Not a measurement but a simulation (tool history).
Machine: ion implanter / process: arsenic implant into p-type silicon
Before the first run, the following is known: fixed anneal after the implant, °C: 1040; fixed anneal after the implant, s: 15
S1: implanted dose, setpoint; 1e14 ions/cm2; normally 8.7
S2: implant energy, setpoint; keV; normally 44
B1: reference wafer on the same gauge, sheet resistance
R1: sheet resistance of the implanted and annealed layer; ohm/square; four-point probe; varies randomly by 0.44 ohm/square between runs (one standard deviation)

run     day     S1    S2      B1      R1
  1       0   8.09    44  120.02  134.88
        0.3  -- gauge calibrated
  2   1.104   6.76  49.5  120.01   152.2
  3   1.642    8.7    44  120.07  127.41
  4   2.871    8.7    44  120.01  128.03
  5   4.221    8.7    44  120.01  128.18
  6   5.942    8.7    44  119.99  127.19
  7    6.65    8.7  34.5  119.98  132.93
  8   7.946    8.7  34.5     120  133.36
  9   8.558    8.7    44  120.08  128.07
      9.792  -- extraction supply calibrated
     10.017  -- Faraday cup replaced and dose calibrated
 10  10.038    8.7    44  119.97  123.41
 11  10.262    8.7    44   120.1  124.39
 12  14.588    8.7    44  120.04  124.81
 13  15.304    8.7  35.5  119.96  128.47
 14  16.075   7.91    59  120.01  129.07
 15   16.75   9.48  31.5  120.04  124.44
 16  17.325   6.76  49.5  119.96  147.95
 17  18.375   6.43    44  119.97  156.86
 18  18.904    8.7  35.5  120.05   129.6
 19  20.108   7.88  29.5  119.94  143.45
     21.946  -- gauge calibrated
 20  22.792   6.85    57  120.06  145.19
 21  23.758    8.7    44  120.05   126.1
 22  24.958  11.31    53  119.96  101.84
 23  26.358  10.63    53  120.09  106.18
 24  26.862    8.7    44  120.06  126.66
 25  27.746  10.18  28.5  119.93  122.06

Some steps in R1 between neighbouring runs. How much of each would the tool show without its hidden state too (settings, what came in, random variation), and how much is left for the hidden state, with any gauge scatter that isn't in both results?
Hidden state present: deviation of the true dose from the Faraday cup's reading, %; deviation of the true energy from its setpoint, %; gauge reads high (%).
Run 2 -> 3: S1 6.76 -> 8.7, S2 49.5 -> 44. R1 -24.79 ohm/square: hidden state -1.09, all else -23.7.
Run 9 -> 10: extraction supply calibrated, Faraday cup replaced and dose calibrated. R1 -4.66 ohm/square: hidden state -4.56, all else -0.1.
Run 17 -> 18: S1 6.43 -> 8.7, S2 44 -> 35.5. R1 -27.26 ohm/square: hidden state -0.4, all else -26.86.
